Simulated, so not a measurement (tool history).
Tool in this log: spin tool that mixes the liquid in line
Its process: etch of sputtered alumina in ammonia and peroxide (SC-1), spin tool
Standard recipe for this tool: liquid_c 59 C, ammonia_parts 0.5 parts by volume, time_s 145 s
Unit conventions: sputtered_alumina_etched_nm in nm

run,hour,liquid_c,ammonia_parts,time_s,wafers since the last listed run,hours since the thermometer was replaced,hours since the ammonia flow meter was replaced,hours since the heated supply line was repaired,hours since the drum of ammonia solution was connected,hours since the gauge calibration,"read-back film thickness of the sputtered alumina reference wafer, read on the same gauge (nm)",sputtered_alumina_etched_nm
1,0,59,0.35,145,0,2449.5,1847.7,2301.2,292.8,338.3,69.98,11.6
2,8.6,68.5,0.35,220,75,2458.1,1856.3,2309.8,301.4,346.9,69.98,28.56
3,16.8,49,0.5,170,71,2466.3,1864.5,2318,309.6,355.1,70.02,8.15
# hour 18.6: gauge calibrated
4,38.7,59,0.5,90,191,2488.2,1886.4,2339.9,331.5,20.1,70.01,7.46
5,53.6,59,0.5,185,130,2503.1,1901.3,2354.8,346.4,35,69.96,15.26
6,62.2,59,0.5,110,75,2511.7,1909.9,2363.4,355,43.6,70,9.12
7,69.7,52.5,0.5,145,65,2519.2,1917.4,2370.9,362.5,51.1,70.02,8.31
8,86.6,59,0.5,215,148,2536.1,1934.3,2387.8,379.4,68,69.99,17.4
9,104.4,59,0.5,145,155,2553.9,1952.1,2405.6,397.2,85.8,70.01,11.87
# hour 118.9: heated supply line repaired
10,121.8,54.5,0.75,145,143,2571.3,1969.5,2.9,414.6,103.2,70.01,11.28
11,129.8,59,0.3,145,70,2579.3,1977.5,10.9,422.6,111.2,70.01,13.33
# hour 135.7: new drum of ammonia solution connected
12,142.4,59,0.35,145,101,2591.9,1990.1,23.5,6.7,123.8,69.99,13.53
# hour 152.5: ammonia flow meter replaced
13,160.2,65,0.5,120,147,2609.7,7.7,41.3,24.5,141.6,69.99,15.78
14,169.8,59,0.6,145,84,2619.3,17.3,50.9,34.1,151.2,69.97,14.05
# hour 175: thermometer replaced
15,187,59,0.5,205,141,12,34.5,68.1,51.3,168.4,69.99,19.27
16,200.1,56,0.5,210,114,25.1,47.6,81.2,64.4,181.5,70,17.3
17,209,59,0.65,195,77,34,56.5,90.1,73.3,190.4,70.01,18.88
18,215.5,59,0.5,145,56,40.5,63,96.6,79.8,196.9,70,13.82
19,228.4,59,0.4,65,113,53.4,75.9,109.5,92.7,209.8,69.99,6.22
20,238.9,59,0.5,145,92,63.9,86.4,120,103.2,220.3,70.01,13.85
21,252.8,63.5,0.65,170,121,77.8,100.3,133.9,117.1,234.2,70,20.85
22,264.9,50.5,0.5,145,106,89.9,112.4,146,129.2,246.3,69.98,8.62
23,303.2,54.5,0.3,145,335,128.2,150.7,184.3,167.5,284.6,70,10.36
24,315.3,53,0.5,115,106,140.3,162.8,196.4,179.6,296.7,70,7.9
25,332,59,0.5,145,146,157,179.5,213.1,196.3,313.4,70,13.74

Run by run, hidden condition taken away, random variation retained:
The hidden state here: liquid colder than its thermometer reads (K); ammonia flow below the setpoint (%); temperature lost on the way to the wafer (K); ammonia solution weaker than its label (%); gauge reads high (%).
run,sputtered_alumina_etched_nm
1,14.27
2,34.7
3,10.2
4,9.21
5,18.86
6,11.27
7,10.38
8,21.56
9,14.74
10,11.96
11,14.12
12,14.35
13,16.72
14,14.93
15,20.5
16,18.46
17,20.14
18,14.75
19,6.64
20,14.81
21,22.27
22,9.28
23,11.16
24,8.53
25,14.8
